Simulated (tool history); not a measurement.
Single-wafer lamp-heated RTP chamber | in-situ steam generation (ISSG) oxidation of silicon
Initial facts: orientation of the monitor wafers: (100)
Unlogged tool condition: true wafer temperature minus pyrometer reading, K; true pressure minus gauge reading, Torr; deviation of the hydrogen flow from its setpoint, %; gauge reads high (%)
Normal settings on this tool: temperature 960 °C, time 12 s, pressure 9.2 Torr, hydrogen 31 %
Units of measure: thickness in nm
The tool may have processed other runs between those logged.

| run | hour | temperature | time | pressure | hydrogen | wafers since the last listed run | wafers since the last pyrometer calibration | hours since the pressure gauge was zeroed | hours since the hydrogen flow controller was replaced | hours since the gauge calibration | read-back reference wafer on the same gauge, thickness | thickness |
|---|---|---|---|---|---|---|---|---|---|---|---|---|
| 1 | 0 | 960 | 12 | 10.1 | 31 | 0 | 3385 | 5388.6 | 4610.9 | 136.5 | 4.698 | 3.948 |
| 2 | 26.3 | 960 | 12 | 10.1 | 31 | 206 | 3592 | 5414.9 | 4637.2 | 162.8 | 4.701 | 3.953 |
| 3 | 83.3 | 960 | 12 | 9.2 | 31 | 448 | 4041 | 5471.9 | 4694.2 | 219.8 | 4.705 | 4.042 |
| 4 | 147.3 | 960 | 12 | 8.4 | 31 | 503 | 4544 | 5535.9 | 4758.2 | 283.8 | 4.697 | 4.097 |
| 5 | 211.3 | 960 | 12 | 8.4 | 31 | 503 | 5048 | 5599.9 | 4822.2 | 347.8 | 4.7 | 4.101 |
| 6 | 250.6 | 960 | 12 | 8.4 | 31 | 309 | 5357 | 5639.2 | 4861.5 | 387.1 | 4.7 | 4.11 |
|  | 286.4 | pressure gauge zeroed |
| 7 | 321.4 | 960 | 12 | 9.2 | 31 | 494 | 5851 | 35 | 4932.3 | 457.9 | 4.698 | 4.059 |
| 8 | 369.5 | 968 | 12 | 9.2 | 31 | 378 | 6230 | 83.1 | 4980.4 | 506 | 4.7 | 4.129 |
| 9 | 418.9 | 949 | 13 | 9.2 | 31 | 388 | 6619 | 132.5 | 5029.8 | 555.4 | 4.695 | 4.066 |
|  | 481.4 | hydrogen flow controller replaced |
|  | 486.3 | pyrometer window cleaned and pyrometer calibrated |
| 10 | 486.8 | 960 | 12 | 9.2 | 31 | 433 | 4 | 200.4 | 5.4 | 623.3 | 4.7 | 4.006 |
| 11 | 524.3 | 960 | 12 | 9.2 | 31 | 295 | 299 | 237.9 | 42.9 | 660.8 | 4.7 | 4.013 |
|  | 530.8 | gauge calibrated |
| 12 | 586.8 | 960 | 16 | 9.2 | 31 | 491 | 791 | 300.4 | 105.4 | 56 | 4.701 | 4.481 |
| 13 | 634 | 960 | 17 | 10.2 | 26 | 371 | 1162 | 347.6 | 152.6 | 103.2 | 4.699 | 4.311 |
| 14 | 685.7 | 967 | 17 | 10.2 | 24 | 406 | 1569 | 399.3 | 204.3 | 154.9 | 4.699 | 4.331 |
| 15 | 716.9 | 960 | 14 | 9.2 | 32 | 245 | 1814 | 430.5 | 235.5 | 186.1 | 4.7 | 4.312 |

4 ways to go on from here, each from the tool as it stands after run 15. What would each give?
| A | 717.3 | 960 | 12 | 9.2 | 31 | 3 | 1818 | 430.9 | 235.9 | 186.5 | ? | ? |
| B | 717.3 | 960 | 8 | 9.2 | 32 | 3 | 1818 | 430.9 | 235.9 | 186.5 | ? | ? |
| C | 717.3 | 968 | 12 | 9.9 | 31 | 3 | 1818 | 430.9 | 235.9 | 186.5 | ? | ? |
| D | 717.3 | 960 | 12 | 10.2 | 31 | 3 | 1818 | 430.9 | 235.9 | 186.5 | ? | ? |

| run | read-back reference wafer on the same gauge, thickness | thickness |
|---|---|---|
| A | 4.7 | 4.022 |
| B | 4.7 | 3.506 |
| C | 4.7 | 4.042 |
| D | 4.7 | 3.923 |
Take away the tool's hidden state, keep each run's random variation, and the runs would have read:
| run | thickness |
|---|---|
| A | 4.006 |
| B | 3.495 |
| C | 4.025 |
| D | 3.907 |
